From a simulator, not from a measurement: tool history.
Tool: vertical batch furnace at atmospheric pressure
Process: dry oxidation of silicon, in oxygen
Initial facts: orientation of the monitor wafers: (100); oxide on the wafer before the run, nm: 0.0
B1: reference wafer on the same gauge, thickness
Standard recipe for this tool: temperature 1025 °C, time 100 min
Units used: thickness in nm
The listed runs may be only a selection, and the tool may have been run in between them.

{"run": 1, "hour": 0.0, "temperature": 1025, "time": 100, "B1": 98.33, "thickness": 86.65}
{"run": 2, "hour": 54.3, "temperature": 1043, "time": 67.5, "B1": 98.29, "thickness": 78.56}
{"run": 3, "hour": 107.9, "temperature": 1043, "time": 67.5, "B1": 98.28, "thickness": 77.88}
{"run": 4, "hour": 175.4, "temperature": 1025, "time": 100, "B1": 98.37, "thickness": 86.75}
{"run": 5, "hour": 397.6, "temperature": 1025, "time": 100, "B1": 98.28, "thickness": 86.77}
{"run": 6, "hour": 502.9, "temperature": 1025, "time": 100, "B1": 98.37, "thickness": 86.53}
{"run": 7, "hour": 543.6, "temperature": 1025, "time": 100, "B1": 98.3, "thickness": 86.04}
{"run": 8, "hour": 609.1, "temperature": 1033, "time": 61.5, "B1": 98.35, "thickness": 67.06}
{"run": 9, "hour": 716.6, "temperature": 1025, "time": 62, "B1": 98.33, "thickness": 62.6}
{"run": 10, "hour": 799.6, "temperature": 1032, "time": 100, "B1": 98.26, "thickness": 91.61}
{"run": 11, "hour": 862.2, "temperature": 1032, "time": 100, "B1": 98.31, "thickness": 91.41}
{"run": 12, "hour": 899.3, "temperature": 1032, "time": 100, "B1": 98.33, "thickness": 91.75}
{"run": 13, "hour": 1000.4, "temperature": 1010, "time": 100, "B1": 98.31, "thickness": 75.23}
{"run": 14, "hour": 1077.2, "temperature": 1010, "time": 100, "B1": 98.35, "thickness": 74.92}
{"run": 15, "hour": 1137.6, "temperature": 1034, "time": 100, "B1": 98.33, "thickness": 92.92}
{"run": 16, "hour": 1183.3, "temperature": 1034, "time": 100, "B1": 98.27, "thickness": 92.6}
{"run": 17, "hour": 1355.9, "temperature": 1041, "time": 82, "B1": 98.25, "thickness": 86.31}
{"run": 18, "hour": 1452.0, "temperature": 1025, "time": 100, "B1": 98.19, "thickness": 85.26}
{"run": 19, "hour": 1554.1, "temperature": 1025, "time": 100, "B1": 98.21, "thickness": 85.57}
{"run": 20, "hour": 1644.1, "temperature": 1018, "time": 63, "B1": 98.35, "thickness": 59.03}
{"run": 21, "hour": 1685.1, "temperature": 1025, "time": 100, "B1": 98.29, "thickness": 85.19}
{"run": 22, "hour": 1729.5, "temperature": 1025, "time": 100, "B1": 98.26, "thickness": 85.62}
{"run": 23, "hour": 1765.6, "temperature": 1000, "time": 133.5, "B1": 98.37, "thickness": 82.42}
{"run": 24, "hour": 1870.5, "temperature": 1025, "time": 79.5, "B1": 98.26, "thickness": 73.22}
{"hour": 1910.6, "done": "boat lift adjusted"}
{"run": 25, "hour": 1977.8, "temperature": 1018, "time": 147.5, "B1": 98.29, "thickness": 106.7}
{"hour": 2033.9, "done": "thermocouples replaced and temperature profile calibrated"}
{"run": 26, "hour": 2042.8, "temperature": 1012, "time": 150, "B1": 98.22, "thickness": 102.6}
{"run": 27, "hour": 2090.2, "temperature": 1025, "time": 135, "B1": 98.3, "thickness": 107.11}
{"hour": 2124.5, "done": "gauge calibrated"}
{"run": 28, "hour": 2150.3, "temperature": 1025, "time": 100, "B1": 98.25, "thickness": 87.41}
{"run": 29, "hour": 2189.2, "temperature": 1004, "time": 58, "B1": 98.27, "thickness": 50.16}
{"run": 30, "hour": 2228.0, "temperature": 1009, "time": 100, "B1": 98.3, "thickness": 75.38}
{"run": 31, "hour": 2296.6, "temperature": 1008, "time": 123, "B1": 98.21, "thickness": 85.93}
{"run": 32, "hour": 2379.0, "temperature": 1034, "time": 81.5, "B1": 98.28, "thickness": 82.58}
{"run": 33, "hour": 2475.3, "temperature": 1025, "time": 82.5, "B1": 98.33, "thickness": 76.94}
{"run": 34, "hour": 2536.7, "temperature": 1004, "time": 59, "B1": 98.29, "thickness": 50.68}
{"run": 35, "hour": 2580.0, "temperature": 1018, "time": 63, "B1": 98.28, "thickness": 60.18}
{"run": 36, "hour": 2661.6, "temperature": 1003, "time": 67, "B1": 98.27, "thickness": 54.35}
{"run": 37, "hour": 2716.3, "temperature": 1005, "time": 142.5, "B1": 98.27, "thickness": 92.47}
{"run": 38, "hour": 2810.8, "temperature": 1040, "time": 68, "B1": 98.27, "thickness": 77.33}

How would selected steps in thickness from run to run divide? Give the signed amount a tool lacking its hidden state would still show from settings, what came in and random variation, and the signed amount left for the hidden state, including any gauge scatter that is not in both of the compared results.
Hidden state at play: true tube temperature minus thermocouple reading, K; monitor wafer colder than the profiled boat position, K; gauge reads high (%).
Run 19 -> 20: temperature 1025 -> 1018, time 100 -> 63. thickness -26.54 nm: hidden state +0.5, all else -27.04.
Run 20 -> 21: temperature 1018 -> 1025, time 63 -> 100. thickness +26.16 nm: hidden state -0.61, all else +26.77.
Run 24 -> 25: temperature 1025 -> 1018, time 79.5 -> 147.5, boat lift adjusted. thickness +33.48 nm: hidden state +1.85, all else +31.63.
Run 28 -> 29: temperature 1025 -> 1004, time 100 -> 58. thickness -37.25 nm: hidden state +0.03, all else -37.28.
Run 36 -> 37: temperature 1003 -> 1005, time 67 -> 142.5. thickness +38.12 nm: hidden state -0.09, all else +38.21.
